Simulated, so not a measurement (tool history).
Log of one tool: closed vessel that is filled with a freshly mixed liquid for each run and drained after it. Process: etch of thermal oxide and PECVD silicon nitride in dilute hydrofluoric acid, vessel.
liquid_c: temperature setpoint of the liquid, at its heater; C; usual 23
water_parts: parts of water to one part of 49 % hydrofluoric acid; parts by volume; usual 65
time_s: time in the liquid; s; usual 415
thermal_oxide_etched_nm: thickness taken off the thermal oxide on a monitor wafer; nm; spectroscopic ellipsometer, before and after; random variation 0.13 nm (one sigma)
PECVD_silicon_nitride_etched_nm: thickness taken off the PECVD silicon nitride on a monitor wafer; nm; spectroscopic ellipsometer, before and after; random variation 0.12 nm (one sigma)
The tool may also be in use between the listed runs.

run	day	liquid_c	water_parts	time_s	read-back film thickness of the thermal oxide reference wafer, read on the same gauge (nm)	read-back film thickness of the PECVD silicon nitride reference wafer, read on the same gauge (nm)	thermal_oxide_etched_nm	PECVD_silicon_nitride_etched_nm
1	0	20.5	65	415	130.01	90.01	25.51	14.04
2	1.117	23	75	340	130.05	90.01	19.95	11.81
3	1.933	23	85	415	130.03	90.01	21.36	12.77
4	3.208	23	85	415	129.98	89.99	21.2	12.71
5	4.029	23	65	415	130.03	89.99	27.99	16.67
6	4.738	23	65	415	130.01	89.99	28.23	16.37
7	5.325	23	65	415	130.02	90.02	28.07	16.46
8	6.35	21.5	65	415	130.01	89.99	26.44	14.94
9	7.121	21.5	65	415	130.01	90.01	26.45	14.91
10	8.012	21.5	65	415	130	90	26.36	14.82
11	8.667	23	65	415	129.98	90.01	27.96	16.37
12	10.117	25.5	75	415	129.99	89.97	26.41	16.67
# day 11.117: hydrofluoric acid flow meter replaced
13	11.717	23	80	415	129.99	90.01	23.24	14
14	12.375	20.5	65	575	129.96	89.99	36.75	19.91
# day 12.954: gauge calibrated
15	12.983	23	65	550	129.96	90	38.53	22.62
16	14.133	21	65	415	130	90.01	26.61	14.82
17	15.317	20	50	490	130	89.99	40.53	20.88
18	16.212	21.5	45	615	130.01	89.99	59.6	32.62
19	17.271	23	95	415	130.03	90.01	19.02	11.67
# day 17.5: thermometer replaced
20	17.788	25.5	35	480	130.06	89.98	71.26	42.3
21	18.308	23	65	415	129.99	90	28.96	16.9
22	19.338	25.5	40	545	130.05	90.01	70.6	42.39
23	20.012	19	65	525	130	90	30.65	16.11

Run 24 comes next. What will it give?
24	20.579	25.5	50	415	?	?	?	?

Run 24 gave read-back film thickness of the thermal oxide reference wafer, read on the same gauge (nm) 129.99, read-back film thickness of the PECVD silicon nitride reference wafer, read on the same gauge (nm) 90.01, thermal_oxide_etched_nm 42.45 nm, PECVD_silicon_nitride_etched_nm 25.83 nm.
Without the tool's hidden state the same run would have given thermal_oxide_etched_nm 43.24 nm, PECVD_silicon_nitride_etched_nm 26.27 nm.

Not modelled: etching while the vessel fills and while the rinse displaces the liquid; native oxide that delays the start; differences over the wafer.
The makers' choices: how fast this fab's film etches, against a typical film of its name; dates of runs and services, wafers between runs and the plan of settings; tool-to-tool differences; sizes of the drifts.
